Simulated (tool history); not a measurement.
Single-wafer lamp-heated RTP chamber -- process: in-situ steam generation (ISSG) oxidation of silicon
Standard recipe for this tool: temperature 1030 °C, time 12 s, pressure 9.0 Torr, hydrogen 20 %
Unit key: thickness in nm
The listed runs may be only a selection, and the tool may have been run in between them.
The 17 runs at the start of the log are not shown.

| run | hour | temperature | time | pressure | hydrogen | wafers since the last listed run | wafers since the last pyrometer calibration | hours since the pressure gauge was zeroed | hours since the hydrogen flow controller was replaced | hours since the gauge calibration | read-back reference wafer on the same gauge, thickness | thickness |
|---|---|---|---|---|---|---|---|---|---|---|---|---|
|  | 1269.2 | pyrometer window cleaned and pyrometer calibrated |
| 18 | 1269.7 | 1030 | 12 | 9.0 | 20 | 1006 | 4 | 986.0 | 4775.6 | 425.4 | 3.984 | 4.752 |
|  | 1300.6 | hydrogen flow controller replaced |
| 19 | 1358.4 | 1030 | 12 | 9.0 | 20 | 814 | 819 | 1074.7 | 57.8 | 514.1 | 3.997 | 4.778 |
| 20 | 1452.5 | 1030 | 12 | 9.0 | 20 | 949 | 1769 | 1168.8 | 151.9 | 608.2 | 4.003 | 4.779 |
| 21 | 1491.9 | 1030 | 12 | 8.0 | 20 | 397 | 2166 | 1208.2 | 191.3 | 647.6 | 4.006 | 4.840 |
| 22 | 1555.1 | 1020 | 8 | 10.1 | 14 | 637 | 2804 | 1271.4 | 254.5 | 710.8 | 4.020 | 3.481 |
| 23 | 1605.5 | 1030 | 12 | 9.0 | 20 | 508 | 3313 | 1321.8 | 304.9 | 761.2 | 4.008 | 4.824 |
| 24 | 1677.7 | 1043 | 8 | 10.1 | 20 | 728 | 4042 | 1394.0 | 377.1 | 833.4 | 4.019 | 4.118 |
| 25 | 1740.3 | 1030 | 12 | 9.0 | 20 | 631 | 4674 | 1456.6 | 439.7 | 896.0 | 4.023 | 4.787 |
| 26 | 1780.3 | 1049 | 16 | 10.1 | 17 | 403 | 5078 | 1496.6 | 479.7 | 936.0 | 4.022 | 5.783 |
| 27 | 1828.6 | 1030 | 12 | 8.6 | 25 | 487 | 5565 | 1544.9 | 528.0 | 984.3 | 4.018 | 5.124 |
| 28 | 1919.8 | 1041 | 12 | 9.0 | 13 | 920 | 6486 | 1636.1 | 619.2 | 1075.5 | 4.028 | 4.577 |
|  | 1981.8 | pyrometer window cleaned and pyrometer calibrated |
| 29 | 2020.5 | 1048 | 12 | 9.0 | 20 | 935 | 390 | 1736.8 | 719.9 | 1176.2 | 4.043 | 5.252 |
| 30 | 2087.8 | 1046 | 13 | 9.0 | 25 | 679 | 1069 | 1804.1 | 787.2 | 1243.5 | 4.054 | 5.683 |

Consider 5 possible next runs. They are alternatives, not a sequence: every one starts from the tool as it was left by run 30. What does each give?
| A | 2088.3 | 1030 | 12 | 9.0 | 20 | 5 | 1074 | 1804.6 | 787.7 | 1244.0 | ? | ? |
| B | 2088.3 | 1030 | 14 | 8.0 | 24 | 5 | 1074 | 1804.6 | 787.7 | 1244.0 | ? | ? |
| C | 2088.3 | 1030 | 8 | 9.0 | 26 | 5 | 1074 | 1804.6 | 787.7 | 1244.0 | ? | ? |
| D | 2088.3 | 1018 | 8 | 9.0 | 20 | 5 | 1074 | 1804.6 | 787.7 | 1244.0 | ? | ? |
| E | 2088.3 | 1047 | 9 | 9.0 | 20 | 5 | 1074 | 1804.6 | 787.7 | 1244.0 | ? | ? |

| run | read-back reference wafer on the same gauge, thickness | thickness |
|---|---|---|
| A | 4.058 | 4.789 |
| B | 4.058 | 5.431 |
| C | 4.058 | 4.252 |
| D | 4.058 | 3.808 |
| E | 4.058 | 4.493 |
Take away the tool's hidden state, keep each run's random variation, and the runs would have read:
| run | thickness |
|---|---|
| A | 4.682 |
| B | 5.311 |
| C | 4.158 |
| D | 3.724 |
| E | 4.394 |

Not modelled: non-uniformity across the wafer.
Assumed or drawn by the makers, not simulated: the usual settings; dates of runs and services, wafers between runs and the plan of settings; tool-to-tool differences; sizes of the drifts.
